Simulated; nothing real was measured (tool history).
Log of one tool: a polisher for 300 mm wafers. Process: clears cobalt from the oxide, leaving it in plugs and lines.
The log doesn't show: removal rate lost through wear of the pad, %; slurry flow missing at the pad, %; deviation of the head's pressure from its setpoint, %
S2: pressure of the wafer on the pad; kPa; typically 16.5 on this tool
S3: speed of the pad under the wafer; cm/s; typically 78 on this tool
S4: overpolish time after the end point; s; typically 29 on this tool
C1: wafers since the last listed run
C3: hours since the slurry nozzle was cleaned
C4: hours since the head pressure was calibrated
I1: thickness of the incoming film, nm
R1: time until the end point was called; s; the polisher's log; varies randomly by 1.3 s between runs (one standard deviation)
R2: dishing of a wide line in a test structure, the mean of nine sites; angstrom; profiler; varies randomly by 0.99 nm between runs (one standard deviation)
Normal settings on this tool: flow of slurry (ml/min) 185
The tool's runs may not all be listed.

{"run": 1, "hour": 0.0, "flow of slurry (ml/min)": 185, "S2": 16.5, "S3": 78, "S4": 29, "C1": 0, "wafers polished on this pad": 72, "C3": 881.8, "C4": 697.9, "I1": 354.5, "R1": 80.3, "R2": 507}
{"run": 2, "hour": 10.1, "flow of slurry (ml/min)": 185, "S2": 16.5, "S3": 78, "S4": 29, "C1": 102, "wafers polished on this pad": 175, "C3": 891.9, "C4": 708.0, "I1": 347.7, "R1": 77.7, "R2": 513}
{"run": 3, "hour": 26.1, "flow of slurry (ml/min)": 185, "S2": 16.5, "S3": 78, "S4": 29, "C1": 162, "wafers polished on this pad": 337, "C3": 907.9, "C4": 724.0, "I1": 356.6, "R1": 79.3, "R2": 490}
{"hour": 32.5, "done": "slurry nozzle cleaned"}
{"run": 4, "hour": 37.8, "flow of slurry (ml/min)": 185, "S2": 16.5, "S3": 78, "S4": 29, "C1": 108, "wafers polished on this pad": 446, "C3": 5.3, "C4": 735.7, "I1": 353.7, "R1": 70.6, "R2": 535}
{"run": 5, "hour": 51.9, "flow of slurry (ml/min)": 185, "S2": 16.5, "S3": 78, "S4": 29, "C1": 143, "wafers polished on this pad": 589, "C3": 19.4, "C4": 749.8, "I1": 344.5, "R1": 71.1, "R2": 523}
{"run": 6, "hour": 64.5, "flow of slurry (ml/min)": 185, "S2": 16.5, "S3": 78, "S4": 29, "C1": 127, "wafers polished on this pad": 717, "C3": 32.0, "C4": 762.4, "I1": 343.9, "R1": 70.8, "R2": 518}
{"run": 7, "hour": 72.1, "flow of slurry (ml/min)": 185, "S2": 16.5, "S3": 78, "S4": 24, "C1": 77, "wafers polished on this pad": 794, "C3": 39.6, "C4": 770.0, "I1": 348.2, "R1": 73.4, "R2": 510}
{"run": 8, "hour": 82.0, "flow of slurry (ml/min)": 185, "S2": 16.5, "S3": 78, "S4": 24, "C1": 100, "wafers polished on this pad": 895, "C3": 49.5, "C4": 779.9, "I1": 349.8, "R1": 71.6, "R2": 489}
{"run": 9, "hour": 97.6, "flow of slurry (ml/min)": 185, "S2": 16.5, "S3": 78, "S4": 24, "C1": 158, "wafers polished on this pad": 1053, "C3": 65.1, "C4": 795.5, "I1": 349.7, "R1": 71.8, "R2": 484}
{"run": 10, "hour": 111.1, "flow of slurry (ml/min)": 185, "S2": 16.5, "S3": 78, "S4": 29, "C1": 137, "wafers polished on this pad": 1190, "C3": 78.6, "C4": 809.0, "I1": 356.6, "R1": 74.3, "R2": 521}
{"run": 11, "hour": 120.3, "flow of slurry (ml/min)": 185, "S2": 16.5, "S3": 78, "S4": 29, "C1": 93, "wafers polished on this pad": 1284, "C3": 87.8, "C4": 818.2, "I1": 353.9, "R1": 72.8, "R2": 523}
{"hour": 132.1, "done": "worn pad replaced by a new one"}
{"run": 12, "hour": 132.6, "flow of slurry (ml/min)": 185, "S2": 16.5, "S3": 78, "S4": 29, "C1": 84, "wafers polished on this pad": 5, "C3": 100.1, "C4": 830.5, "I1": 351.9, "R1": 72.8, "R2": 528}
{"run": 13, "hour": 137.3, "flow of slurry (ml/min)": 185, "S2": 16.5, "S3": 78, "S4": 29, "C1": 47, "wafers polished on this pad": 53, "C3": 104.8, "C4": 835.2, "I1": 356.3, "R1": 77.2, "R2": 521}
{"run": 14, "hour": 154.3, "flow of slurry (ml/min)": 245, "S2": 16.5, "S3": 90, "S4": 29, "C1": 172, "wafers polished on this pad": 225, "C3": 121.8, "C4": 852.2, "I1": 345.8, "R1": 61.3, "R2": 543}
{"run": 15, "hour": 168.5, "flow of slurry (ml/min)": 125, "S2": 20.7, "S3": 100, "S4": 41, "C1": 144, "wafers polished on this pad": 369, "C3": 136.0, "C4": 866.4, "I1": 349.0, "R1": 49.3, "R2": 559}
{"run": 16, "hour": 180.6, "flow of slurry (ml/min)": 220, "S2": 15.2, "S3": 104, "S4": 23, "C1": 122, "wafers polished on this pad": 492, "C3": 148.1, "C4": 878.5, "I1": 344.8, "R1": 58.2, "R2": 529}
{"run": 17, "hour": 188.1, "flow of slurry (ml/min)": 245, "S2": 16.5, "S3": 78, "S4": 29, "C1": 76, "wafers polished on this pad": 568, "C3": 155.6, "C4": 886.0, "I1": 344.7, "R1": 70.0, "R2": 510}
{"run": 18, "hour": 198.1, "flow of slurry (ml/min)": 185, "S2": 16.5, "S3": 92, "S4": 41, "C1": 101, "wafers polished on this pad": 670, "C3": 165.6, "C4": 896.0, "I1": 346.5, "R1": 64.4, "R2": 549}
{"run": 19, "hour": 208.5, "flow of slurry (ml/min)": 185, "S2": 18.6, "S3": 78, "S4": 40, "C1": 105, "wafers polished on this pad": 776, "C3": 176.0, "C4": 906.4, "I1": 355.2, "R1": 66.9, "R2": 581}
{"run": 20, "hour": 222.3, "flow of slurry (ml/min)": 205, "S2": 16.5, "S3": 78, "S4": 29, "C1": 140, "wafers polished on this pad": 916, "C3": 189.8, "C4": 920.2, "I1": 350.0, "R1": 70.4, "R2": 540}
{"run": 21, "hour": 233.2, "flow of slurry (ml/min)": 185, "S2": 16.5, "S3": 86, "S4": 35, "C1": 110, "wafers polished on this pad": 1026, "C3": 200.7, "C4": 931.1, "I1": 350.2, "R1": 69.0, "R2": 545}
{"hour": 237.2, "done": "worn pad replaced by a new one"}
{"run": 22, "hour": 243.2, "flow of slurry (ml/min)": 185, "S2": 16.5, "S3": 78, "S4": 29, "C1": 61, "wafers polished on this pad": 61, "C3": 210.7, "C4": 941.1, "I1": 351.5, "R1": 75.6, "R2": 514}
{"run": 23, "hour": 254.0, "flow of slurry (ml/min)": 235, "S2": 14.5, "S3": 78, "S4": 29, "C1": 109, "wafers polished on this pad": 170, "C3": 221.5, "C4": 951.9, "I1": 352.9, "R1": 84.4, "R2": 495}
{"run": 24, "hour": 266.5, "flow of slurry (ml/min)": 185, "S2": 16.5, "S3": 78, "S4": 29, "C1": 126, "wafers polished on this pad": 297, "C3": 234.0, "C4": 964.4, "I1": 346.7, "R1": 75.1, "R2": 535}
{"run": 25, "hour": 277.3, "flow of slurry (ml/min)": 185, "S2": 16.5, "S3": 78, "S4": 29, "C1": 109, "wafers polished on this pad": 407, "C3": 244.8, "C4": 975.2, "I1": 352.5, "R1": 73.6, "R2": 518}
{"run": 26, "hour": 285.9, "flow of slurry (ml/min)": 185, "S2": 16.5, "S3": 78, "S4": 40, "C1": 87, "wafers polished on this pad": 494, "C3": 253.4, "C4": 983.8, "I1": 350.9, "R1": 74.7, "R2": 539}
{"hour": 290.5, "done": "head pressure recalibrated"}
{"run": 27, "hour": 295.9, "flow of slurry (ml/min)": 185, "S2": 12.4, "S3": 78, "S4": 29, "C1": 81, "wafers polished on this pad": 575, "C3": 263.4, "C4": 5.4, "I1": 343.3, "R1": 99.8, "R2": 480}
{"run": 28, "hour": 302.9, "flow of slurry (ml/min)": 185, "S2": 16.5, "S3": 78, "S4": 29, "C1": 71, "wafers polished on this pad": 646, "C3": 270.4, "C4": 12.4, "I1": 344.8, "R1": 71.6, "R2": 511}
{"run": 29, "hour": 311.4, "flow of slurry (ml/min)": 140, "S2": 13.8, "S3": 102, "S4": 29, "C1": 86, "wafers polished on this pad": 733, "C3": 278.9, "C4": 20.9, "I1": 348.8, "R1": 75.3, "R2": 512}
{"run": 30, "hour": 347.7, "flow of slurry (ml/min)": 225, "S2": 12.4, "S3": 54, "S4": 23, "C1": 368, "wafers polished on this pad": 1101, "C3": 315.2, "C4": 57.2, "I1": 350.3, "R1": 135.1, "R2": 379}
{"run": 31, "hour": 361.6, "flow of slurry (ml/min)": 185, "S2": 16.5, "S3": 58, "S4": 29, "C1": 141, "wafers polished on this pad": 1242, "C3": 329.1, "C4": 71.1, "I1": 346.0, "R1": 96.3, "R2": 482}
{"hour": 368.2, "done": "worn pad replaced by a new one"}
{"run": 32, "hour": 378.0, "flow of slurry (ml/min)": 130, "S2": 15.2, "S3": 78, "S4": 29, "C1": 125, "wafers polished on this pad": 99, "C3": 345.5, "C4": 87.5, "I1": 346.6, "R1": 93.2, "R2": 488}
{"run": 33, "hour": 385.4, "flow of slurry (ml/min)": 185, "S2": 11.0, "S3": 78, "S4": 22, "C1": 75, "wafers polished on this pad": 174, "C3": 352.9, "C4": 94.9, "I1": 349.5, "R1": 114.2, "R2": 391}
{"run": 34, "hour": 403.0, "flow of slurry (ml/min)": 185, "S2": 20.7, "S3": 78, "S4": 43, "C1": 178, "wafers polished on this pad": 353, "C3": 370.5, "C4": 112.5, "I1": 357.1, "R1": 61.8, "R2": 567}
{"run": 35, "hour": 411.1, "flow of slurry (ml/min)": 185, "S2": 16.5, "S3": 78, "S4": 29, "C1": 82, "wafers polished on this pad": 435, "C3": 378.6, "C4": 120.6, "I1": 353.3, "R1": 76.8, "R2": 518}
{"run": 36, "hour": 418.5, "flow of slurry (ml/min)": 210, "S2": 20.0, "S3": 92, "S4": 36, "C1": 75, "wafers polished on this pad": 510, "C3": 386.0, "C4": 128.0, "I1": 344.8, "R1": 54.4, "R2": 585}

Each row is a separate what-if for the run after 36, all from the same tool condition, not one after another. Results?
{"run": "A", "hour": 419.0, "flow of slurry (ml/min)": 125, "S2": 16.5, "S3": 78, "S4": 29, "C1": 5, "wafers polished on this pad": 515, "C3": 386.5, "C4": 128.5, "I1": 355.5, "R1": "?", "R2": "?"}
{"run": "B", "hour": 419.0, "flow of slurry (ml/min)": 130, "S2": 16.5, "S3": 56, "S4": 13, "C1": 5, "wafers polished on this pad": 515, "C3": 386.5, "C4": 128.5, "I1": 355.5, "R1": "?", "R2": "?"}
{"run": "C", "hour": 419.0, "flow of slurry (ml/min)": 220, "S2": 12.4, "S3": 64, "S4": 41, "C1": 5, "wafers polished on this pad": 515, "C3": 386.5, "C4": 128.5, "I1": 355.5, "R1": "?", "R2": "?"}

run=A R1=85.2 R2=489
run=B R1=111.8 R2=287
run=C R1=117.6 R2=496
With the hidden condition removed and each run's random variation left untouched, the same runs would have given:
run=A R1=76.0 R2=504
run=B R1=100.2 R2=309
run=C R1=109.8 R2=505
